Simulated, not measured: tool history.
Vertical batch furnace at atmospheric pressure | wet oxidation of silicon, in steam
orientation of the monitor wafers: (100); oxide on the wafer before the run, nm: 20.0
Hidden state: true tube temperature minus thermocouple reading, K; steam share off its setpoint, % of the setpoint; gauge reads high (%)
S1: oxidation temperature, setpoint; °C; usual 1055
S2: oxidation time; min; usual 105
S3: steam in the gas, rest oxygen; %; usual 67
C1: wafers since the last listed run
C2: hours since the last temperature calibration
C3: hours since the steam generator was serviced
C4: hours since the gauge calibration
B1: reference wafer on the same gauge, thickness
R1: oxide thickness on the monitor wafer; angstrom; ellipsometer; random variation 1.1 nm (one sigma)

run   hour    S1     S2  S3   C1      C2      C3     C4      B1      R1
  1      0  1055  144.5  63    0  1926.7  2136.6  198.1  828.89  7770.5
  2   14.3  1055  144.5  63  113    1941  2150.9  212.4  829.24  7787.3
  3   33.5  1055  144.5  63  152  1960.2  2170.1  231.6  828.43  7784.6
  4   50.6  1044    105  67  135  1977.3  2187.2  248.7  828.94  6354.2
  5   62.5  1046    105  58   94  1989.2  2199.1  260.6   828.5  5884.7
  6   75.4  1055    128  61  102  2002.1    2212  273.5  829.63  7118.8
     100.4  -- thermocouples replaced and temperature profile calibrated
  7  100.9  1067    105  67   11     0.5  2237.5    299  828.69  7091.7
  8  106.5  1067    105  67   44     6.1  2243.1  304.6  828.69  7083.9
     110.3  -- gauge calibrated
  9  119.6  1067    105  67  103    19.2  2256.2    9.3  828.73  7083.8
     145.6  -- steam generator serviced
 10  146.1  1055    105  67   19    45.7     0.5   35.8   828.5  7069.4
 11  151.6  1055  143.5  67   43    51.2       6   41.3  829.18  8468.4
 12  168.5  1070  129.5  59  133    68.1    22.9   58.2  829.11  7928.3
 13  186.3  1055    105  74  140    85.9    40.7     76  828.41  7493.3
 14  200.8  1034    105  74  114   100.4    55.2   90.5  828.35  6741.3
 15  210.6  1067    105  67   77   110.2      65  100.3  828.85  7424.4
 16    223  1041  154.5  78   98   122.6    77.4  112.7  828.95  9016.3
 17  236.7  1047    105  67  108   136.3    91.1  126.4  828.66  6755.5
 18  253.1  1055     74  67  129   152.7   107.5  142.8  829.14  5726.3
 19  261.6  1077    121  79   67   161.2     116  151.3  828.92    9197
 20  270.2  1078    105  67   68   169.8   124.6  159.9  829.23  7772.2
 21  279.5  1045    105  70   73   179.1   133.9  169.2  828.64  6861.6
 22  292.6  1055    105  67  103   192.2     147  182.3  829.08  7020.4
 23  304.8  1055    105  67   96   204.4   159.2  194.5   829.2  6997.4

Hidden state at the last listed run before each entry between runs and at the first one after, where it differs:
Between runs 6 and 7: thermocouples replaced and temperature profile calibrated (hour 100.4)
  steam share off its setpoint, % of the setpoint: -8.85 -> -8.86
  measured less the result without the state, R1: -394.1 -> -388 angstrom
Between runs 8 and 9: gauge calibrated (hour 110.3)
  no hidden state differs between the two runs
  measured less the result without the state, R1: -387.8 -> -388.1 angstrom
Between runs 9 and 10: steam generator serviced (hour 145.6)
  steam share off its setpoint, % of the setpoint: -8.87 -> -0.145
  measured less the result without the state, R1: -388.1 -> -6 angstrom

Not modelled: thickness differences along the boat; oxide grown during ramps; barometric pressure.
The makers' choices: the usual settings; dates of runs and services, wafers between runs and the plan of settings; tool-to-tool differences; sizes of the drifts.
